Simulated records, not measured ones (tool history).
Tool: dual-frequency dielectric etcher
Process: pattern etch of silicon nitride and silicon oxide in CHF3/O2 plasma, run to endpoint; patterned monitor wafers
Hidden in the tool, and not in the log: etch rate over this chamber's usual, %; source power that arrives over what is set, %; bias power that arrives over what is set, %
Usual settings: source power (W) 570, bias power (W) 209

run     day  source power (W)  bias power (W)  wafers since the last listed run  hours since the last wet clean  hours since the last source power generator calibration  hours since the last bias power generator calibration  hours since the last upper electrode change  incoming incoming film thickness, nm  endpoint time (s)
  1   0.000               570             209                                 0                           107.7                                                   1500.4                                                 3615.9                                       2509.9                                 221.4              142.6
  2   0.992               570             209                               192                           131.5                                                   1524.2                                                 3639.7                                       2533.7                                 219.7              141.0
  3   1.962               620             209                               188                           154.8                                                   1547.5                                                 3663.0                                       2557.0                                 220.6              136.6
  4   2.671               650             230                               137                           171.8                                                   1564.5                                                 3680.0                                       2574.0                                 219.1              129.2
  5   3.846               570             226                               227                           200.0                                                   1592.7                                                 3708.2                                       2602.2                                 218.9              137.8
  6   5.088               570             226                               240                           229.8                                                   1622.5                                                 3738.0                                       2632.0                                 224.6              141.2
  7   6.162               570             226                               208                           255.6                                                   1648.3                                                 3763.8                                       2657.8                                 220.5              138.0
  8   9.283               480             209                               604                           330.5                                                   1723.2                                                 3838.7                                       2732.7                                 222.0              153.7
  9  10.229               570             209                               183                           353.2                                                   1745.9                                                 3861.4                                       2755.4                                 220.4              141.7
 10  11.717               570             209                               288                           388.9                                                   1781.6                                                 3897.1                                       2791.1                                 223.4              143.5
 11  13.100               570             209                               268                           422.1                                                   1814.8                                                 3930.3                                       2824.3                                 221.2              142.0
 12  13.842               570             209                               143                           439.9                                                   1832.6                                                 3948.1                                       2842.1                                 222.0              142.6
 13  14.633               570             209                               153                           458.9                                                   1851.6                                                 3967.1                                       2861.1                                 222.1              141.3
     16.000  -- wet clean of the chamber
 14  16.021               570             209                                75                             0.5                                                   1884.9                                                 4000.4                                       2894.4                                 223.7              145.4
 15  16.300               570             209                                54                             7.2                                                   1891.6                                                 4007.1                                       2901.1                                 221.6              143.6
 16  17.700               570             209                               271                            40.8                                                   1925.2                                                 4040.7                                       2934.7                                 222.5              143.6
 17  19.017               630             244                               255                            72.4                                                   1956.8                                                 4072.3                                       2966.3                                 220.8              130.1
 18  20.129               670             188                               215                            99.1                                                   1983.5                                                 4099.0                                       2993.0                                 222.6              139.4
 19  21.146               660             255                               197                           123.5                                                   2007.9                                                 4123.4                                       3017.4                                 221.9              126.7
     21.967  -- bias power generator calibrated
 20  22.008               620             257                               134                           144.2                                                   2028.6                                                    1.0                                       3038.1                                 223.0              129.7
     23.262  -- upper electrode replaced
 21  23.283               680             246                                53                           174.8                                                   2059.2                                                   31.6                                          0.5                                 222.6              126.5
 22  23.492               460             225                                40                           179.8                                                   2064.2                                                   36.6                                          5.5                                 221.5              155.1
 23  24.329               700             251                               162                           199.9                                                   2084.3                                                   56.7                                         25.6                                 224.2              124.9
 24  25.192               470             165                               167                           220.6                                                   2105.0                                                   77.4                                         46.3                                 218.3              166.1
     25.842  -- source power generator calibrated
 25  25.862               440             165                                97                           236.7                                                      0.5                                                   93.5                                         62.4                                 220.1              172.3
 26  26.754               570             209                               172                           258.1                                                     21.9                                                  114.9                                         83.8                                 222.9              144.3
 27  27.996               670             224                               240                           287.9                                                     51.7                                                  144.7                                        113.6                                 222.1              130.6
 28  28.725               700             253                               141                           305.4                                                     69.2                                                  162.2                                        131.1                                 218.2              121.0
 29  29.471               570             209                               144                           323.3                                                     87.1                                                  180.1                                        149.0                                 221.3              143.2
 30  30.304               570             209                               161                           343.3                                                    107.1                                                  200.1                                        169.0                                 221.4              142.9
 31  31.196               570             209                               172                           364.7                                                    128.5                                                  221.5                                        190.4                                 220.9              142.5
 32  31.888               670             190                               134                           381.3                                                    145.1                                                  238.1                                        207.0                                 220.4              136.1
 33  32.996               570             237                               214                           407.9                                                    171.7                                                  264.7                                        233.6                                 222.7              137.3
 34  33.883               570             244                               172                           429.2                                                    193.0                                                  286.0                                        254.9                                 223.3              136.5
 35  35.142               660             250                               243                           459.4                                                    223.2                                                  316.2                                        285.1                                 222.0              126.8

How the hidden state differs across the entries between the runs, from the last listed run before each to the first after it:
Between runs 13 and 14: wet clean of the chamber (day 16.000)
  etch rate over this chamber's usual, %: 1.64 -> -0.29
  measured less the result without the state, endpoint time (s): -2.4 -> +0.4
Between runs 19 and 20: bias power generator calibrated (day 21.967)
  etch rate over this chamber's usual, %: 0.0843 -> 0.147
  measured less the result without the state, endpoint time (s): -0.1 -> -0.1
Between runs 20 and 21: upper electrode replaced (day 23.262)
  etch rate over this chamber's usual, %: 0.147 -> 0.24
  measured less the result without the state, endpoint time (s): -0.1 -> -0.4
Between runs 24 and 25: source power generator calibrated (day 25.842)
  etch rate over this chamber's usual, %: 0.38 -> 0.429
  measured less the result without the state, endpoint time (s): -0.7 -> -0.7
